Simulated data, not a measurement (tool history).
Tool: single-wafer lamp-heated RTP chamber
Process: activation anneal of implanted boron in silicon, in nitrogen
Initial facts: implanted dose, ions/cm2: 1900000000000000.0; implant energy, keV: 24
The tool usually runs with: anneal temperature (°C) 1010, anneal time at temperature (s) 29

| run | hour | anneal temperature (°C) | anneal time at temperature (s) | wafers since the last listed run | wafers since the last pyrometer calibration | wafers since the reflector plate was cleaned | hours since the gauge calibration | read-back reference wafer on the same gauge, sheet resistance | sheet resistance of the implanted and annealed layer (ohm/square) |
|---|---|---|---|---|---|---|---|---|---|
| 1 | 0 | 988 | 42 | 0 | 2331 | 10783 | 485.8 | 72.77 | 71.4 |
| 2 | 10.5 | 988 | 42 | 151 | 2483 | 10935 | 496.3 | 72.75 | 71.66 |
| 3 | 20.8 | 1010 | 25 | 148 | 2632 | 11084 | 506.6 | 72.8 | 68.01 |
| 4 | 31.3 | 1010 | 25 | 151 | 2784 | 11236 | 517.1 | 72.76 | 67.89 |
| 5 | 37.9 | 1010 | 22 | 95 | 2879 | 11332 | 523.7 | 72.85 | 68.07 |
| 6 | 55.3 | 1010 | 22 | 251 | 3131 | 11583 | 541.1 | 72.84 | 67.67 |
| 7 | 64.9 | 1010 | 22 | 138 | 3270 | 11722 | 550.7 | 72.78 | 67.68 |
| 8 | 75.9 | 1021 | 29 | 159 | 3429 | 11881 | 561.7 | 72.85 | 65.17 |
| 9 | 97.2 | 1021 | 29 | 308 | 3737 | 12189 | 583 | 72.82 | 65.46 |
| 10 | 107.6 | 1021 | 29 | 150 | 3887 | 12340 | 593.4 | 72.78 | 65.24 |
| 11 | 114.5 | 1002 | 29 | 99 | 3987 | 12440 | 600.3 | 72.81 | 68.51 |
| 12 | 121.2 | 1020 | 29 | 96 | 4084 | 12536 | 607 | 72.91 | 65.41 |
| 13 | 130.1 | 994 | 18 | 128 | 4213 | 12665 | 615.9 | 72.8 | 72.24 |
| 14 | 137.8 | 994 | 18 | 111 | 4324 | 12777 | 623.6 | 72.82 | 71.94 |
| 15 | 150.9 | 994 | 18 | 189 | 4514 | 12966 | 636.7 | 72.86 | 72.14 |
|  | 182.2 | reflector plate cleaned |
| 16 | 190.3 | 1020 | 29 | 454 | 4968 | 117 | 676.1 | 72.87 | 64.96 |
| 17 | 205.4 | 1001 | 23 | 218 | 5186 | 336 | 691.2 | 72.69 | 68.46 |
| 18 | 215.3 | 990 | 13 | 143 | 5329 | 479 | 701.1 | 72.79 | 73.56 |
| 19 | 222.3 | 1010 | 29 | 101 | 5431 | 580 | 708.1 | 72.91 | 66.03 |
| 20 | 236.6 | 992 | 14 | 206 | 5638 | 787 | 722.4 | 72.84 | 72.34 |
|  | 248.4 | gauge calibrated |
| 21 | 251.2 | 1010 | 29 | 211 | 5849 | 998 | 2.8 | 72.84 | 65.98 |
| 22 | 284.9 | 1000 | 46 | 487 | 6336 | 1485 | 36.5 | 72.88 | 66.45 |
| 23 | 298.9 | 1010 | 29 | 202 | 6539 | 1688 | 50.5 | 72.77 | 65.89 |
|  | 327.2 | pyrometer window cleaned and pyrometer calibrated |
| 24 | 330.2 | 1032 | 34 | 337 | 43 | 2025 | 81.8 | 72.75 | 64.35 |
| 25 | 347.7 | 984 | 38 | 253 | 296 | 2278 | 99.3 | 72.91 | 73.58 |
| 26 | 358.5 | 997 | 35 | 156 | 452 | 2434 | 110.1 | 72.8 | 70.5 |
| 27 | 369.9 | 1010 | 29 | 164 | 617 | 2599 | 121.5 | 72.93 | 67.86 |
| 28 | 381 | 984 | 29 | 160 | 778 | 2760 | 132.6 | 72.67 | 74.77 |
| 29 | 397.3 | 1010 | 34 | 235 | 1013 | 2995 | 148.9 | 72.95 | 67.32 |
| 30 | 414.6 | 1010 | 29 | 250 | 1264 | 3246 | 166.2 | 72.85 | 67.88 |
| 31 | 440.8 | 1021 | 13 | 378 | 1643 | 3625 | 192.4 | 72.83 | 67.61 |
| 32 | 448.6 | 1040 | 22 | 112 | 1755 | 3737 | 200.2 | 72.77 | 63.78 |
| 33 | 457.6 | 1010 | 33 | 130 | 1886 | 3868 | 209.2 | 72.88 | 66.61 |
| 34 | 471.2 | 1010 | 39 | 196 | 2082 | 4064 | 222.8 | 72.67 | 66.95 |
| 35 | 480.6 | 1032 | 45 | 135 | 2218 | 4200 | 232.2 | 72.95 | 63.03 |
| 36 | 495 | 980 | 36 | 208 | 2427 | 4409 | 246.6 | 72.77 | 75.4 |
| 37 | 501.6 | 990 | 29 | 95 | 2522 | 4504 | 253.2 | 72.75 | 72.32 |

Hidden state, per run?
wafer temperature error from the tarnished reflector plate, K: 0 across all the runs
gauge reads high (%): 0 across all the runs
H1: true wafer temperature minus pyrometer reading, K
| run | H1 |
|---|---|
| 1 | 2.32 |
| 2 | 2.49 |
| 3 | 2.67 |
| 4 | 2.87 |
| 5 | 3 |
| 6 | 3.36 |
| 7 | 3.57 |
| 8 | 3.82 |
| 9 | 4.34 |
| 10 | 4.61 |
| 11 | 4.8 |
| 12 | 4.99 |
| 13 | 5.24 |
| 14 | 5.46 |
| 15 | 5.86 |
| 16 | 7.16 |
| 17 | 7.7 |
| 18 | 8.06 |
| 19 | 8.32 |
| 20 | 8.88 |
| 21 | 9.46 |
| 22 | 10.9 |
| 23 | 11.5 |
| 24 | 0.77 |
| 25 | 0.79 |
| 26 | 0.818 |
| 27 | 0.86 |
| 28 | 0.913 |
| 29 | 1.01 |
| 30 | 1.15 |
| 31 | 1.41 |
| 32 | 1.5 |
| 33 | 1.61 |
| 34 | 1.8 |
| 35 | 1.94 |
| 36 | 2.17 |
| 37 | 2.28 |
